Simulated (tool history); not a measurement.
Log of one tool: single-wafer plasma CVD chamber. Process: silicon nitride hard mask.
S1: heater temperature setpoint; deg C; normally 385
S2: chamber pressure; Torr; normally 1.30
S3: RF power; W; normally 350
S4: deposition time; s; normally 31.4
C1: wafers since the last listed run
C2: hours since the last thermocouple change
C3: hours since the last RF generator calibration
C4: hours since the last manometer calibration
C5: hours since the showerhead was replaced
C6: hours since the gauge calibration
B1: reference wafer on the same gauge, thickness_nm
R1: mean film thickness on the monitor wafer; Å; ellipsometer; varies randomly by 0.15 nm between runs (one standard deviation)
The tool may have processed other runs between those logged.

run,hour,S1,S2,S3,S4,C1,C2,C3,C4,C5,C6,B1,R1
1,0.0,385,1.30,350,35.9,0,1809.1,897.9,655.1,2817.0,172.0,45.113,443.40
2,14.3,385,1.30,350,35.9,292,1823.4,912.2,669.4,2831.3,186.3,45.062,442.08
3,24.9,385,1.30,350,35.9,216,1834.0,922.8,680.0,2841.9,196.9,45.144,443.82
4,35.8,385,1.30,350,31.4,222,1844.9,933.7,690.9,2852.8,207.8,45.111,386.39
5,60.5,385,1.30,350,31.4,504,1869.6,958.4,715.6,2877.5,232.5,45.134,384.58
6,75.5,385,1.30,350,31.4,306,1884.6,973.4,730.6,2892.5,247.5,45.120,384.23
7,93.3,385,1.30,350,31.4,363,1902.4,991.2,748.4,2910.3,265.3,45.140,385.20
8,140.1,385,1.30,350,31.4,956,1949.2,1038.0,795.2,2957.1,312.1,45.062,380.41
9,150.5,385,1.30,350,31.4,212,1959.6,1048.4,805.6,2967.5,322.5,45.191,382.43
10,163.0,385,1.30,350,31.4,255,1972.1,1060.9,818.1,2980.0,335.0,45.079,382.09
11,176.8,385,1.30,350,31.4,282,1985.9,1074.7,831.9,2993.8,348.8,45.162,381.41
# hour 188.7: showerhead replaced
12,189.5,385,1.30,350,31.4,96,1998.6,1087.4,844.6,0.8,361.5,45.152,380.24
# hour 192.8: gauge calibrated
13,197.9,385,1.30,350,31.4,171,2007.0,1095.8,853.0,9.2,5.1,45.075,381.09
14,215.7,385,1.30,415,33.7,363,2024.8,1113.6,870.8,27.0,22.9,45.105,445.39
# hour 224.3: RF generator calibrated
15,224.8,385,1.30,350,31.4,22,2033.9,0.5,879.9,36.1,32.0,45.077,404.40
16,239.4,392,1.39,290,31.4,298,2048.5,15.1,894.5,50.7,46.6,45.164,368.60
# hour 254.5: capacitance manometer re-zeroed and calibrated
17,255.0,385,1.30,350,31.4,155,2064.1,30.7,0.5,66.3,62.2,45.111,402.72
# hour 274.9: thermocouple changed; heater temperature recalibrated
18,275.4,373,1.30,350,35.6,253,0.5,51.1,20.9,86.7,82.6,45.073,456.94
19,287.4,385,1.30,350,35.9,245,12.5,63.1,32.9,98.7,94.6,45.057,462.74
20,297.9,385,1.30,350,35.9,214,23.0,73.6,43.4,109.2,105.1,45.103,460.80
21,307.0,390,1.42,415,33.0,185,32.1,82.7,52.5,118.3,114.2,45.092,477.09
22,324.7,385,1.15,380,37.3,361,49.8,100.4,70.2,136.0,131.9,45.055,481.83
23,342.7,385,1.30,350,31.4,367,67.8,118.4,88.2,154.0,149.9,45.119,401.05
24,359.3,392,1.30,415,37.2,339,84.4,135.0,104.8,170.6,166.5,45.107,521.32
25,375.7,385,1.30,310,29.4,335,100.8,151.4,121.2,187.0,182.9,45.159,351.94
26,390.8,385,1.30,350,35.4,308,115.9,166.5,136.3,202.1,198.0,45.157,451.02
27,401.3,380,1.30,395,31.4,214,126.4,177.0,146.8,212.6,208.5,45.163,432.01

4 options for the next run, each taken on its own from the tool as it stands now. Forecast them:
A,401.7,385,1.30,350,33.0,8,126.8,177.4,147.2,213.0,208.9,?,?
B,401.7,370,1.30,350,31.4,8,126.8,177.4,147.2,213.0,208.9,?,?
C,401.7,394,1.57,310,35.0,8,126.8,177.4,147.2,213.0,208.9,?,?
D,401.7,385,1.03,350,31.4,8,126.8,177.4,147.2,213.0,208.9,?,?

run,B1,R1
A,45.029,422.49
B,45.029,404.85
C,45.029,439.19
D,45.029,376.23
With no hidden state in the tool, these same runs would have given:
run,R1
A,425.03
B,407.28
C,441.95
D,378.49
